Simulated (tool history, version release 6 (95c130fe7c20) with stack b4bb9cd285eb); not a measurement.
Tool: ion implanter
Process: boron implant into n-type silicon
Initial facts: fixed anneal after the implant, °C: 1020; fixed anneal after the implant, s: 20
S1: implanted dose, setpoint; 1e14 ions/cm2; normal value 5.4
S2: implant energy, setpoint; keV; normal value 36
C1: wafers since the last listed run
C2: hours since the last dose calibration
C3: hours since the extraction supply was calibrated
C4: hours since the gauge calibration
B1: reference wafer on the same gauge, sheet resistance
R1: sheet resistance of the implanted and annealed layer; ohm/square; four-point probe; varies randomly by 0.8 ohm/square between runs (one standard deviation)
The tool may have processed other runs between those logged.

run 1 day=0 | S1=5.4 S2=36 | C1=0 C2=1175 C3=1480.9 C4=500.2 | B1=153.97 | R1=195.49
run 2 day=0.688 | S1=5.4 S2=36 | C1=343 C2=1191.5 C3=1497.4 C4=516.7 | B1=154.1 | R1=196.17
run 3 day=2.167 | S1=5.4 S2=36 | C1=739 C2=1227 C3=1532.9 C4=552.2 | B1=154.34 | R1=197.3
run 4 day=2.729 | S1=5.4 S2=36 | C1=281 C2=1240.5 C3=1546.4 C4=565.7 | B1=153.82 | R1=197
run 5 day=3.938 | S1=5.4 S2=36 | C1=604 C2=1269.5 C3=1575.4 C4=594.7 | B1=153.82 | R1=197.83
run 6 day=4.667 | S1=5.4 S2=36 | C1=364 C2=1287 C3=1592.9 C4=612.2 | B1=153.9 | R1=196.59
run 7 day=5.954 | S1=5.4 S2=36 | C1=643 C2=1317.9 C3=1623.8 C4=643.1 | B1=154.24 | R1=195.75
run 8 day=7.292 | S1=4.55 S2=36 | C1=668 C2=1350 C3=1655.9 C4=675.2 | B1=154.02 | R1=227.75
run 9 day=8.296 | S1=4.55 S2=36 | C1=502 C2=1374.1 C3=1680 C4=699.3 | B1=153.8 | R1=225
run 10 day=8.858 | S1=6.35 S2=36 | C1=281 C2=1387.6 C3=1693.5 C4=712.8 | B1=154.14 | R1=172.14
run 11 day=10.025 | S1=5.4 S2=36 | C1=583 C2=1415.6 C3=1721.5 C4=740.8 | B1=154 | R1=197.78
run 12 day=11.188 | S1=5.4 S2=36 | C1=581 C2=1443.5 C3=1749.4 C4=768.7 | B1=154.25 | R1=196.88
run 13 day=12.525 | S1=5.4 S2=36 | C1=668 C2=1475.6 C3=1781.5 C4=800.8 | B1=154.11 | R1=197.55
run 14 day=13.458 | S1=5.4 S2=39 | C1=466 C2=1498 C3=1803.9 C4=823.2 | B1=153.97 | R1=195.42
run 15 day=14.438 | S1=5.4 S2=39 | C1=489 C2=1521.5 C3=1827.4 C4=846.7 | B1=154.01 | R1=194.12
run 16 day=15.254 | S1=5.06 S2=30 | C1=408 C2=1541.1 C3=1847 C4=866.3 | B1=153.86 | R1=212.93
run 17 day=16.642 | S1=5.4 S2=40.5 | C1=693 C2=1574.4 C3=1880.3 C4=899.6 | B1=154 | R1=195.04
run 18 day=17.696 | S1=5.4 S2=40.5 | C1=527 C2=1599.7 C3=1905.6 C4=924.9 | B1=154.12 | R1=194.22
run 19 day=18.421 | S1=5.4 S2=36 | C1=362 C2=1617.1 C3=1923 C4=942.3 | B1=154.02 | R1=197.82
-- day=19.5 gauge calibrated
run 20 day=20.404 | S1=3.93 S2=43 | C1=991 C2=1664.7 C3=1970.6 C4=21.7 | B1=154.26 | R1=252.68
run 21 day=20.912 | S1=4.69 S2=27.5 | C1=254 C2=1676.9 C3=1982.8 C4=33.9 | B1=154.03 | R1=229.05
run 22 day=22.246 | S1=4.54 S2=47.5 | C1=666 C2=1708.9 C3=2014.8 C4=65.9 | B1=153.95 | R1=222.04
run 23 day=23.479 | S1=5.4 S2=36 | C1=616 C2=1738.5 C3=2044.4 C4=95.5 | B1=154.01 | R1=199.17
-- day=24.483 Faraday cup replaced and dose calibrated
run 24 day=24.504 | S1=6.64 S2=42 | C1=345 C2=0.5 C3=2069 C4=120.1 | B1=154.08 | R1=159.45
run 25 day=25.708 | S1=6.96 S2=48 | C1=602 C2=29.4 C3=2097.9 C4=149 | B1=154.07 | R1=152.14
run 26 day=26.308 | S1=5.94 S2=46 | C1=299 C2=43.8 C3=2112.3 C4=163.4 | B1=153.96 | R1=172.6
run 27 day=27.192 | S1=6.44 S2=24 | C1=441 C2=65 C3=2133.5 C4=184.6 | B1=154.01 | R1=173.58
-- day=28.238 extraction supply calibrated
run 28 day=28.912 | S1=6.7 S2=33 | C1=693 C2=106.3 C3=16.2 C4=225.9 | B1=153.96 | R1=160.82
run 29 day=29.571 | S1=6.7 S2=27 | C1=329 C2=122.1 C3=32 C4=241.7 | B1=153.99 | R1=166.35
run 30 day=30.962 | S1=6.45 S2=41.5 | C1=695 C2=155.5 C3=65.4 C4=275.1 | B1=154.08 | R1=163.59
run 31 day=32.208 | S1=5.4 S2=45.5 | C1=622 C2=185.4 C3=95.3 C4=305 | B1=154.13 | R1=186.48
run 32 day=33.175 | S1=5.4 S2=36 | C1=483 C2=208.6 C3=118.5 C4=328.2 | B1=153.85 | R1=191.64
run 33 day=34.229 | S1=5.4 S2=36 | C1=527 C2=233.9 C3=143.8 C4=353.5 | B1=154 | R1=191.52

Run 34 is up next; what results do you expect?
run 34 day=35.288 | S1=5.98 S2=36 | C1=529 C2=259.3 C3=169.2 C4=378.9 | B1=? | R1=?

B1: 153.97
R1: 176.46 ohm/square
On a tool with no hidden condition, and with the same random variation, this run would have come out at R1 174.53 ohm/square.

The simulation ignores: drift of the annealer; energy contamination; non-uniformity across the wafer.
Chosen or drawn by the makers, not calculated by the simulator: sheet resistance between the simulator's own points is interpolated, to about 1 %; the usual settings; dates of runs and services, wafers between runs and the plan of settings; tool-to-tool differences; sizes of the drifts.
